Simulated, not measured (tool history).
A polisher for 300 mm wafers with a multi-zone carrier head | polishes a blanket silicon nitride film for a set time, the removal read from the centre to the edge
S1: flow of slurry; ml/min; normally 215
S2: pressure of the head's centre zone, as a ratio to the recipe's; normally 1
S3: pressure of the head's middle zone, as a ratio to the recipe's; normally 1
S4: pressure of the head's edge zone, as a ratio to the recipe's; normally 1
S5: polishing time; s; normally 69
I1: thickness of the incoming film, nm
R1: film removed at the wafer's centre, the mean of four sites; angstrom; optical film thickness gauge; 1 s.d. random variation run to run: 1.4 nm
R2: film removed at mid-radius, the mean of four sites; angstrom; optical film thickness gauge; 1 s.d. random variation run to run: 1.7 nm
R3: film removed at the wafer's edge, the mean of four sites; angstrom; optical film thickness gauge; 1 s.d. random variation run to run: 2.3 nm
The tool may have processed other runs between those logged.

Run 1, hour 0: usual settings; I1 809.2. Result: R1 1592 angstrom, R2 1615 angstrom, R3 1603 angstrom.
Run 2, hour 70.5: usual settings; I1 785.6. Result: R1 1556 angstrom, R2 1585 angstrom, R3 1641 angstrom.
Run 3, hour 101.6: usual settings; I1 790.5. Result: R1 1561 angstrom, R2 1597 angstrom, R3 1586 angstrom.
At hour 150.3: worn pad replaced by a new one.
Run 4, hour 167: usual settings but S5 52 s; I1 797.2. Result: R1 1158 angstrom, R2 1193 angstrom, R3 1220 angstrom.
Run 5, hour 217.5: usual settings but S5 52 s; I1 793.5. Result: R1 1179 angstrom, R2 1182 angstrom, R3 1220 angstrom.
Run 6, hour 245.1: usual settings but S5 52 s; I1 791.6. Result: R1 1172 angstrom, R2 1191 angstrom, R3 1217 angstrom.
Run 7, hour 284.5: usual settings but S5 74 s; I1 816.9. Result: R1 1677 angstrom, R2 1699 angstrom, R3 1703 angstrom.
Run 8, hour 324.6: usual settings but S5 74 s; I1 815.1. Result: R1 1659 angstrom, R2 1674 angstrom, R3 1727 angstrom.
At hour 372.5: slurry nozzle cleaned.
Run 9, hour 381: usual settings; I1 798.6. Result: R1 1481 angstrom, R2 1506 angstrom, R3 1551 angstrom.
At hour 393.2: edge zone pressure recalibrated.
Run 10, hour 429.6: usual settings; I1 782.9. Result: R1 1487 angstrom, R2 1486 angstrom, R3 1581 angstrom.
At hour 436.4: carrier head's membrane replaced by a new one.
At hour 444.8: centre zone pressure recalibrated.
At hour 450.7: worn pad replaced by a new one.
Run 11, hour 484.1: usual settings but S4 1.12, S5 83 s; I1 814. Result: R1 1757 angstrom, R2 1800 angstrom, R3 1954 angstrom.
Run 12, hour 554.3: usual settings; I1 797.3. Result: R1 1471 angstrom, R2 1499 angstrom, R3 1531 angstrom.
At hour 608.1: slurry nozzle cleaned, repeated, since the last time left the tool worse.
Run 13, hour 621: usual settings but S3 0.95; I1 810.4. Result: R1 1610 angstrom, R2 1538 angstrom, R3 1666 angstrom.
Run 14, hour 675.5: usual settings but S2 0.94, S4 0.91, S5 85 s; I1 799.7. Result: R1 1876 angstrom, R2 2026 angstrom, R3 1945 angstrom.
Run 15, hour 746.7: usual settings but S1 165 ml/min, S3 0.91, S4 1.05, S5 53 s; I1 799.3. Result: R1 1214 angstrom, R2 1112 angstrom, R3 1264 angstrom.
At hour 773.1: worn pad replaced by a new one.
Run 16, hour 781.7: usual settings but S4 0.92; I1 804.7. Result: R1 1592 angstrom, R2 1637 angstrom, R3 1578 angstrom.
Run 17, hour 828.2: usual settings but S2 0.96; I1 799.6. Result: R1 1529 angstrom, R2 1578 angstrom, R3 1640 angstrom.
Run 18, hour 852.3: usual settings but S4 1.03; I1 800.5. Result: R1 1599 angstrom, R2 1613 angstrom, R3 1643 angstrom.
Run 19, hour 922.5: usual settings but S2 1.1, S3 1.11, S4 0.89; I1 797.3. Result: R1 1740 angstrom, R2 1736 angstrom, R3 1504 angstrom.
Run 20, hour 984.1: usual settings but S1 180 ml/min, S4 1.04, S5 51 s; I1 800.2. Result: R1 1143 angstrom, R2 1141 angstrom, R3 1226 angstrom.
Run 21, hour 1041.5: usual settings but S1 285 ml/min, S2 1.09, S4 0.9, S5 81 s; I1 813.9. Result: R1 2103 angstrom, R2 1933 angstrom, R3 1877 angstrom.
At hour 1052.7: worn pad replaced by a new one.
At hour 1196.8: edge zone pressure recalibrated.
Run 22, hour 1215.9: usual settings but S3 0.89, S4 1.04; I1 789.6. Result: R1 1571 angstrom, R2 1434 angstrom, R3 1623 angstrom.

What if the next run were any one of these 4? Each begins from the tool's condition after run 22:
Run A, hour 1216.3: usual settings but S3 1.07; I1 806.1. Result: R1 ?, R2 ?, R3 ?.
Run B, hour 1216.3: usual settings but S2 1.05, S5 79 s; I1 806.1. Result: R1 ?, R2 ?, R3 ?.
Run C, hour 1216.3: usual settings but S2 1.04, S3 0.94, S4 1.06, S5 91 s; I1 806.1. Result: R1 ?, R2 ?, R3 ?.
Run D, hour 1216.3: usual settings but S2 1.07, S3 1.09, S4 0.91; I1 806.1. Result: R1 ?, R2 ?, R3 ?.

run    R1    R2    R3
  A  1587  1669  1611
  B  1908  1806  1847
  C  2176  1977  2191
  D  1700  1694  1541
With no hidden state in the tool, these same runs would have given:
run    R1    R2    R3
  A  1636  1714  1644
  B  1966  1855  1883
  C  2242  2031  2234
  D  1751  1740  1572
